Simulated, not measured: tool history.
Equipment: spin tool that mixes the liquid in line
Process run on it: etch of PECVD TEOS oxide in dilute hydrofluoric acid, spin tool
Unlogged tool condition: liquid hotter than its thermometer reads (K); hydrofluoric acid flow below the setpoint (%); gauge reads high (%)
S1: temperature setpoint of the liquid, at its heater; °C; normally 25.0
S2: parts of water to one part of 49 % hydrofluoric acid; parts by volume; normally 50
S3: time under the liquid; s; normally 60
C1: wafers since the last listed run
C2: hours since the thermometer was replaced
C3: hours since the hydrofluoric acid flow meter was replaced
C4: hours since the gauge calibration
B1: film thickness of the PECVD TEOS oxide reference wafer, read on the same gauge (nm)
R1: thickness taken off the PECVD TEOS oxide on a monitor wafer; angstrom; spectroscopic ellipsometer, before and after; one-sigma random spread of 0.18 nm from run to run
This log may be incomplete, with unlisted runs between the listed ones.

Run 1, hour 0.0: usual settings; C1 0; C2 1686.4; C3 231.7; C4 37.6; B1 80.01. Result: R1 387.3 angstrom.
Run 2, hour 61.2: usual settings; C1 490; C2 1747.6; C3 292.9; C4 98.8; B1 80.01. Result: R1 385.5 angstrom.
Run 3, hour 97.1: usual settings; C1 287; C2 1783.5; C3 328.8; C4 134.7; B1 80.01. Result: R1 387.3 angstrom.
Run 4, hour 146.1: usual settings but S1 28.5 °C, S3 50 s; C1 392; C2 1832.5; C3 377.8; C4 183.7; B1 79.99. Result: R1 370.2 angstrom.
Run 5, hour 212.0: usual settings; C1 527; C2 1898.4; C3 443.7; C4 249.6; B1 80.00. Result: R1 387.7 angstrom.
Run 6, hour 260.9: usual settings; C1 391; C2 1947.3; C3 492.6; C4 298.5; B1 79.97. Result: R1 386.9 angstrom.
At hour 272.0: hydrofluoric acid flow meter replaced.
Run 7, hour 291.3: usual settings; C1 235; C2 1977.7; C3 19.3; C4 328.9; B1 80.03. Result: R1 395.6 angstrom.
Run 8, hour 336.8: usual settings but S1 21.0 °C, S2 70 parts by volume; C1 364; C2 2023.2; C3 64.8; C4 374.4; B1 80.00. Result: R1 232.8 angstrom.
At hour 363.8: gauge calibrated.
Run 9, hour 394.7: usual settings but S3 25 s; C1 463; C2 2081.1; C3 122.7; C4 30.9; B1 79.99. Result: R1 165.8 angstrom.
At hour 402.4: thermometer replaced.
Run 10, hour 421.7: usual settings; C1 208; C2 19.3; C3 149.7; C4 57.9; B1 80.00. Result: R1 368.7 angstrom.
Run 11, hour 457.4: usual settings but S3 25 s; C1 285; C2 55.0; C3 185.4; C4 93.6; B1 80.02. Result: R1 153.1 angstrom.
Run 12, hour 500.3: usual settings but S1 26.5 °C, S3 40 s; C1 343; C2 97.9; C3 228.3; C4 136.5; B1 80.00. Result: R1 256.6 angstrom.
Run 13, hour 542.9: usual settings but S1 28.5 °C, S2 30 parts by volume, S3 45 s; C1 341; C2 140.5; C3 270.9; C4 179.1; B1 79.97. Result: R1 543.6 angstrom.
Run 14, hour 575.9: usual settings but S1 27.0 °C, S2 70 parts by volume, S3 45 s; C1 264; C2 173.5; C3 303.9; C4 212.1; B1 79.98. Result: R1 205.8 angstrom.

Predict each of these 5 candidate next runs independently; none follows another, all start after run 14:
Run A, hour 576.3: usual settings; C1 3; C2 173.9; C3 304.3; C4 212.5; B1 ?. Result: R1 ?.
Run B, hour 576.3: usual settings but S1 20.5 °C, S3 35 s; C1 3; C2 173.9; C3 304.3; C4 212.5; B1 ?. Result: R1 ?.
Run C, hour 576.3: usual settings but S1 28.5 °C, S3 45 s; C1 3; C2 173.9; C3 304.3; C4 212.5; B1 ?. Result: R1 ?.
Run D, hour 576.3: usual settings but S1 26.5 °C, S2 40 parts by volume; C1 3; C2 173.9; C3 304.3; C4 212.5; B1 ?. Result: R1 ?.
Run E, hour 576.3: usual settings but S2 55 parts by volume; C1 3; C2 173.9; C3 304.3; C4 212.5; B1 ?. Result: R1 ?.

run     B1     R1
  A  79.99  366.3
  B  79.99  177.3
  C  79.99  316.2
  D  79.99  493.7
  E  79.99  330.7
Stripped of hidden state, with their random variation kept, the same runs would have yielded:
run     R1
  A  366.8
  B  177.4
  C  316.7
  D  494.2
  E  331.2

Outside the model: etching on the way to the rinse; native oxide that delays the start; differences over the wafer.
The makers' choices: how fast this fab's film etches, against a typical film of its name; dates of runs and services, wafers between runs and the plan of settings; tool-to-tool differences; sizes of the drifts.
